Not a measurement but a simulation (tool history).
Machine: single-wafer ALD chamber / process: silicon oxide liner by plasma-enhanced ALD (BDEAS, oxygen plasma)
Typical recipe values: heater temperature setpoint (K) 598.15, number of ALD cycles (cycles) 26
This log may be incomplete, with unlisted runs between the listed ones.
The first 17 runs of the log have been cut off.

run   hour  heater temperature setpoint (K)  number of ALD cycles (cycles)  read-back reference wafer on the same gauge, thickness_nm  mean film thickness on the monitor wafer (angstrom)
 18  204.7                           598.15                             26                                                      2.439                                                23.35
 19  219.2                           598.15                             26                                                      2.439                                                23.52
 20  232.1                           598.15                             26                                                      2.439                                                23.34
 21  245.5                           612.15                             30                                                      2.440                                                26.40
 22  255.9                           609.15                             22                                                      2.443                                                19.54
     276.2  -- thermocouple changed; heater temperature recalibrated
 23  276.7                           587.15                             26                                                      2.439                                                23.83
 24  290.1                           591.15                             28                                                      2.442                                                25.46
 25  304.1                           586.15                             24                                                      2.438                                                21.98
     307.2  -- gauge calibrated
 26  311.8                           594.15                             21                                                      2.441                                                19.06
 27  323.2                           591.15                             29                                                      2.439                                                26.26
 28  339.2                           598.15                             26                                                      2.439                                                23.36
 29  350.5                           598.15                             26                                                      2.441                                                23.39
 30  360.6                           608.15                             24                                                      2.439                                                21.37
 31  373.0                           598.15                             26                                                      2.441                                                23.47
 32  382.4                           598.15                             23                                                      2.441                                                20.70
 33  399.2                           609.15                             23                                                      2.441                                                20.36
 34  407.6                           584.15                             22                                                      2.441                                                20.20
 35  415.7                           611.15                             23                                                      2.443                                                20.28
 36  425.0                           598.15                             26                                                      2.440                                                23.38
 37  435.9                           590.15                             25                                                      2.443                                                22.76
 38  444.9                           587.15                             28                                                      2.442                                                25.59
 39  454.3                           587.15                             21                                                      2.440                                                19.15
 40  468.0                           609.15                             29                                                      2.438                                                25.61

Branching from run 40: 5 alternative next runs. What would each branch give?
  A  468.4                           598.15                             30                                                          ?                                                    ?
  B  468.4                           610.15                             30                                                          ?                                                    ?
  C  468.4                           611.15                             22                                                          ?                                                    ?
  D  468.4                           588.15                             27                                                          ?                                                    ?
  E  468.4                           602.15                             23                                                          ?                                                    ?

run  read-back reference wafer on the same gauge, thickness_nm  mean film thickness on the monitor wafer (angstrom)
  A                                                      2.440                                                27.06
  B                                                      2.440                                                26.61
  C                                                      2.440                                                19.48
  D                                                      2.440                                                24.70
  E                                                      2.440                                                20.63
Had the tool no hidden state, the same runs would have come out as:
run  mean film thickness on the monitor wafer (angstrom)
  A                                                27.06
  B                                                26.61
  C                                                19.48
  D                                                24.70
  E                                                20.63

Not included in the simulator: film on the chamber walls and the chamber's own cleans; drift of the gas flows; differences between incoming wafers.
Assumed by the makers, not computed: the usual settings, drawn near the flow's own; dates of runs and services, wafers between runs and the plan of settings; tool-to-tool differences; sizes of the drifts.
